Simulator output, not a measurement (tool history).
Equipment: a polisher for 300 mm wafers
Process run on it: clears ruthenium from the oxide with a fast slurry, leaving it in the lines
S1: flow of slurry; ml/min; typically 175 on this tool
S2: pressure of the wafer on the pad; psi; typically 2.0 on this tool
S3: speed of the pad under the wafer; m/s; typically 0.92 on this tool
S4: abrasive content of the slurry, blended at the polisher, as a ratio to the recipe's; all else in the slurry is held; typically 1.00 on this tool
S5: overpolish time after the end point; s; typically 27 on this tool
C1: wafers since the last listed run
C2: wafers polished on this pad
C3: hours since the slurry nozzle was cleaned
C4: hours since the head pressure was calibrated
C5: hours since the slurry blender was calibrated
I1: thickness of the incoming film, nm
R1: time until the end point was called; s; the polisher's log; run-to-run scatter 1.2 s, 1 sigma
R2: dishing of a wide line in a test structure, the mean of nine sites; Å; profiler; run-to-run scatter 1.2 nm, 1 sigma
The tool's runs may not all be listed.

{"run": 1, "hour": 0.0, "S1": 175, "S2": 2.0, "S3": 0.92, "S4": 1.0, "S5": 27, "C1": 0, "C2": 1351, "C3": 359.8, "C4": 397.0, "C5": 179.9, "I1": 188.2, "R1": 79.3, "R2": 569}
{"hour": 38.8, "done": "worn pad replaced by a new one"}
{"run": 2, "hour": 55.6, "S1": 175, "S2": 2.0, "S3": 0.92, "S4": 1.0, "S5": 27, "C1": 265, "C2": 86, "C3": 415.4, "C4": 452.6, "C5": 235.5, "I1": 192.8, "R1": 79.0, "R2": 541}
{"run": 3, "hour": 99.3, "S1": 175, "S2": 2.0, "S3": 0.92, "S4": 1.0, "S5": 27, "C1": 224, "C2": 310, "C3": 459.1, "C4": 496.3, "C5": 279.2, "I1": 189.6, "R1": 78.1, "R2": 559}
{"hour": 106.1, "done": "slurry blender recalibrated"}
{"run": 4, "hour": 138.3, "S1": 175, "S2": 2.0, "S3": 0.92, "S4": 1.0, "S5": 27, "C1": 190, "C2": 501, "C3": 498.1, "C4": 535.3, "C5": 32.2, "I1": 189.8, "R1": 79.0, "R2": 574}
{"run": 5, "hour": 187.0, "S1": 145, "S2": 2.0, "S3": 0.92, "S4": 1.1, "S5": 27, "C1": 250, "C2": 751, "C3": 546.8, "C4": 584.0, "C5": 80.9, "I1": 191.0, "R1": 78.4, "R2": 548}
{"run": 6, "hour": 283.4, "S1": 175, "S2": 2.0, "S3": 0.92, "S4": 1.0, "S5": 27, "C1": 495, "C2": 1246, "C3": 643.2, "C4": 680.4, "C5": 177.3, "I1": 189.8, "R1": 76.4, "R2": 565}
{"run": 7, "hour": 324.0, "S1": 175, "S2": 1.6, "S3": 0.92, "S4": 1.0, "S5": 27, "C1": 208, "C2": 1455, "C3": 683.8, "C4": 721.0, "C5": 217.9, "I1": 192.4, "R1": 95.8, "R2": 458}
{"hour": 346.2, "done": "worn pad replaced by a new one"}
{"hour": 376.1, "done": "slurry blender recalibrated"}
{"hour": 388.0, "done": "slurry nozzle cleaned"}
{"run": 8, "hour": 389.7, "S1": 175, "S2": 1.6, "S3": 0.92, "S4": 1.0, "S5": 27, "C1": 301, "C2": 208, "C3": 1.7, "C4": 786.7, "C5": 13.6, "I1": 190.6, "R1": 97.0, "R2": 478}
{"run": 9, "hour": 426.7, "S1": 175, "S2": 1.6, "S3": 0.92, "S4": 1.0, "S5": 27, "C1": 190, "C2": 398, "C3": 38.7, "C4": 823.7, "C5": 50.6, "I1": 191.2, "R1": 95.7, "R2": 477}
{"run": 10, "hour": 487.0, "S1": 175, "S2": 2.2, "S3": 0.92, "S4": 1.0, "S5": 27, "C1": 309, "C2": 708, "C3": 99.0, "C4": 884.0, "C5": 110.9, "I1": 189.0, "R1": 69.6, "R2": 620}
{"run": 11, "hour": 537.7, "S1": 175, "S2": 2.0, "S3": 0.78, "S4": 1.0, "S5": 27, "C1": 260, "C2": 968, "C3": 149.7, "C4": 934.7, "C5": 161.6, "I1": 188.6, "R1": 88.0, "R2": 500}
{"run": 12, "hour": 595.8, "S1": 175, "S2": 2.0, "S3": 0.92, "S4": 1.0, "S5": 31, "C1": 298, "C2": 1267, "C3": 207.8, "C4": 992.8, "C5": 219.7, "I1": 191.4, "R1": 73.3, "R2": 668}
{"hour": 620.4, "done": "worn pad replaced by a new one"}
{"hour": 628.2, "done": "slurry blender recalibrated"}
{"hour": 654.0, "done": "head pressure recalibrated"}
{"run": 13, "hour": 662.0, "S1": 175, "S2": 1.6, "S3": 0.74, "S4": 1.2, "S5": 18, "C1": 299, "C2": 193, "C3": 274.0, "C4": 8.0, "C5": 33.8, "I1": 189.3, "R1": 114.6, "R2": 269}
{"run": 14, "hour": 746.3, "S1": 175, "S2": 2.0, "S3": 0.92, "S4": 1.0, "S5": 27, "C1": 433, "C2": 626, "C3": 358.3, "C4": 92.3, "C5": 118.1, "I1": 192.1, "R1": 80.1, "R2": 562}
{"run": 15, "hour": 803.0, "S1": 150, "S2": 2.0, "S3": 0.92, "S4": 1.0, "S5": 12, "C1": 291, "C2": 917, "C3": 415.0, "C4": 149.0, "C5": 174.8, "I1": 190.1, "R1": 82.7, "R2": 257}
{"run": 16, "hour": 904.0, "S1": 150, "S2": 2.6, "S3": 0.92, "S4": 1.1, "S5": 12, "C1": 519, "C2": 1437, "C3": 516.0, "C4": 250.0, "C5": 275.8, "I1": 189.0, "R1": 60.9, "R2": 328}
{"hour": 940.8, "done": "worn pad replaced by a new one"}
{"hour": 944.6, "done": "slurry blender recalibrated"}
{"run": 17, "hour": 994.1, "S1": 175, "S2": 2.0, "S3": 0.92, "S4": 1.0, "S5": 27, "C1": 432, "C2": 263, "C3": 606.1, "C4": 340.1, "C5": 49.5, "I1": 190.7, "R1": 78.8, "R2": 548}
{"run": 18, "hour": 1042.9, "S1": 175, "S2": 2.4, "S3": 0.92, "S4": 1.0, "S5": 27, "C1": 250, "C2": 514, "C3": 654.9, "C4": 388.9, "C5": 98.3, "I1": 190.6, "R1": 65.1, "R2": 653}
{"hour": 1046.9, "done": "slurry nozzle cleaned"}
{"run": 19, "hour": 1088.5, "S1": 175, "S2": 2.0, "S3": 0.92, "S4": 1.0, "S5": 27, "C1": 229, "C2": 744, "C3": 41.6, "C4": 434.5, "C5": 143.9, "I1": 194.0, "R1": 79.3, "R2": 545}
{"run": 20, "hour": 1190.6, "S1": 175, "S2": 1.7, "S3": 0.92, "S4": 1.0, "S5": 40, "C1": 524, "C2": 1268, "C3": 143.7, "C4": 536.6, "C5": 246.0, "I1": 188.2, "R1": 89.5, "R2": 664}
{"run": 21, "hour": 1246.7, "S1": 175, "S2": 2.0, "S3": 0.92, "S4": 1.0, "S5": 27, "C1": 288, "C2": 1557, "C3": 199.8, "C4": 592.7, "C5": 302.1, "I1": 186.9, "R1": 75.6, "R2": 526}
{"hour": 1257.0, "done": "worn pad replaced by a new one"}
{"hour": 1267.9, "done": "slurry blender recalibrated"}
{"run": 22, "hour": 1339.7, "S1": 175, "S2": 2.0, "S3": 0.92, "S4": 0.9, "S5": 20, "C1": 447, "C2": 414, "C3": 292.8, "C4": 685.7, "C5": 71.8, "I1": 191.9, "R1": 79.8, "R2": 414}
{"run": 23, "hour": 1382.2, "S1": 175, "S2": 2.0, "S3": 0.62, "S4": 1.0, "S5": 35, "C1": 218, "C2": 633, "C3": 335.3, "C4": 728.2, "C5": 114.3, "I1": 187.6, "R1": 112.8, "R2": 511}
{"run": 24, "hour": 1420.7, "S1": 175, "S2": 2.0, "S3": 0.68, "S4": 0.85, "S5": 27, "C1": 197, "C2": 830, "C3": 373.8, "C4": 766.7, "C5": 152.8, "I1": 190.0, "R1": 110.4, "R2": 417}

What was the tool's hidden state at every run in the log?
removal rate lost through wear of the pad, %: 0 across all the runs
slurry flow missing at the pad, %: 0 across all the runs
abrasive missing from the slurry, %: 0 across all the runs
H1: deviation of the head's pressure from its setpoint, %
run=1 H1=1.93
run=2 H1=2.31
run=3 H1=2.64
run=4 H1=2.95
run=5 H1=3.39
run=6 H1=4.35
run=7 H1=4.8
run=8 H1=5.59
run=9 H1=6.06
run=10 H1=6.88
run=11 H1=7.61
run=12 H1=8.5
run=13 H1=-0.189
run=14 H1=-0.122
run=15 H1=-0.0138
run=16 H1=0.306
run=17 H1=0.728
run=18 H1=1.01
run=19 H1=1.31
run=20 H1=2.09
run=21 H1=2.6
run=22 H1=3.54
run=23 H1=4.02
run=24 H1=4.47
